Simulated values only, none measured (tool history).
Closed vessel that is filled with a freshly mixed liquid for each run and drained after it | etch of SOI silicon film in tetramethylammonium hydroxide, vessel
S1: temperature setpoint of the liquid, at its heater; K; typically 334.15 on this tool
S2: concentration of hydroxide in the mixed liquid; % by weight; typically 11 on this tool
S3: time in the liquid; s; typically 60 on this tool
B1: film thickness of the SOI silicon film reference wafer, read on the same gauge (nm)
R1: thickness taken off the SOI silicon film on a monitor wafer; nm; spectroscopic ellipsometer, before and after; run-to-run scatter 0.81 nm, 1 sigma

| run | hour | S1 | S2 | S3 | B1 | R1 |
|---|---|---|---|---|---|---|
| 1 | 0 | 334.15 | 11 | 60 | 40 | 242.06 |
| 2 | 6.2 | 334.15 | 11 | 60 | 39.99 | 241.01 |
| 3 | 22.6 | 334.15 | 11 | 60 | 40.01 | 240.41 |
| 4 | 31.6 | 334.15 | 11 | 60 | 40.02 | 242.99 |
| 5 | 46.5 | 334.15 | 11 | 60 | 40.01 | 243.07 |
| 6 | 58.3 | 331.65 | 11 | 60 | 39.98 | 207.86 |
| 7 | 68.8 | 331.65 | 11 | 60 | 40.01 | 208.74 |
| 8 | 80.5 | 334.15 | 11 | 60 | 40.01 | 242.1 |
| 9 | 93 | 334.15 | 11 | 60 | 39.97 | 242.76 |
| 10 | 109.3 | 334.15 | 11 | 60 | 39.98 | 243.17 |
| 11 | 126.8 | 334.15 | 11 | 60 | 39.99 | 243.44 |
| 12 | 133.7 | 334.15 | 11 | 60 | 40.02 | 243.93 |
| 13 | 146.5 | 327.65 | 8.5 | 80 | 39.98 | 235.41 |
| 14 | 155.7 | 334.15 | 11 | 60 | 40.03 | 243.22 |
| 15 | 167.7 | 334.15 | 11 | 60 | 40.01 | 244.25 |
| 16 | 185 | 334.15 | 11 | 60 | 39.98 | 242.92 |
| 17 | 192.8 | 341.15 | 8 | 80 | 40 | 556.1 |
|  | 192.9 | gauge calibrated |
| 18 | 202.2 | 330.65 | 8 | 60 | 40.01 | 218.93 |
|  | 207.5 | thermometer replaced |
| 19 | 210.1 | 334.15 | 11 | 60 | 39.97 | 225.4 |
| 20 | 225.5 | 330.65 | 14 | 80 | 40 | 216.59 |
| 21 | 270.9 | 331.15 | 11 | 30 | 40 | 93.25 |
| 22 | 277.7 | 328.65 | 11 | 45 | 39.99 | 119.54 |
| 23 | 294.2 | 327.15 | 12.5 | 60 | 40.01 | 137.62 |
| 24 | 308.5 | 327.15 | 11 | 60 | 39.95 | 145 |
| 25 | 324.6 | 336.65 | 11 | 30 | 40 | 130.38 |
|  | 327.9 | hydroxide flow meter replaced |
| 26 | 355.8 | 331.65 | 8 | 60 | 40.03 | 215.06 |
| 27 | 367.7 | 331.65 | 14 | 30 | 40 | 87.17 |
| 28 | 379 | 334.15 | 11 | 60 | 39.99 | 224.83 |
| 29 | 401.2 | 334.15 | 11 | 60 | 40.01 | 227.25 |
| 30 | 418 | 334.15 | 8.5 | 80 | 40.02 | 329.83 |
| 31 | 428.3 | 334.15 | 11 | 60 | 40 | 224.68 |
| 32 | 443.2 | 336.65 | 8.5 | 60 | 40.01 | 290.18 |
| 33 | 456.3 | 338.15 | 9.5 | 30 | 39.99 | 151.72 |
| 34 | 473.2 | 328.65 | 13.5 | 85 | 39.98 | 208.55 |
| 35 | 489.7 | 328.15 | 11 | 60 | 40.01 | 154.77 |

Measured result minus the same run's result without the hidden state. Both carry the same run-to-run variation, though not necessarily the same gauge scatter:
Hidden state at play: liquid hotter than its thermometer reads (K); hydroxide flow above the setpoint (%); gauge reads high (%).
| run | R1 |
|---|---|
| 1 | +18.51 |
| 2 | +18.43 |
| 3 | +18.52 |
| 4 | +18.86 |
| 5 | +19 |
| 6 | +16.6 |
| 7 | +16.79 |
| 8 | +19.2 |
| 9 | +19.39 |
| 10 | +19.42 |
| 11 | +19.72 |
| 12 | +19.76 |
| 13 | +20.07 |
| 14 | +19.84 |
| 15 | +20.06 |
| 16 | +20.09 |
| 17 | +44.2 |
| 18 | +18.73 |
| 19 | +0.69 |
| 20 | +0.83 |
| 21 | +0.47 |
| 22 | +0.7 |
| 23 | +0.9 |
| 24 | +1.04 |
| 25 | +0.95 |
| 26 | +1.76 |
| 27 | +0.77 |
| 28 | +2.07 |
| 29 | +2.24 |
| 30 | +3.45 |
| 31 | +2.49 |
| 32 | +3.34 |
| 33 | +1.73 |
| 34 | +2.66 |
| 35 | +2.09 |
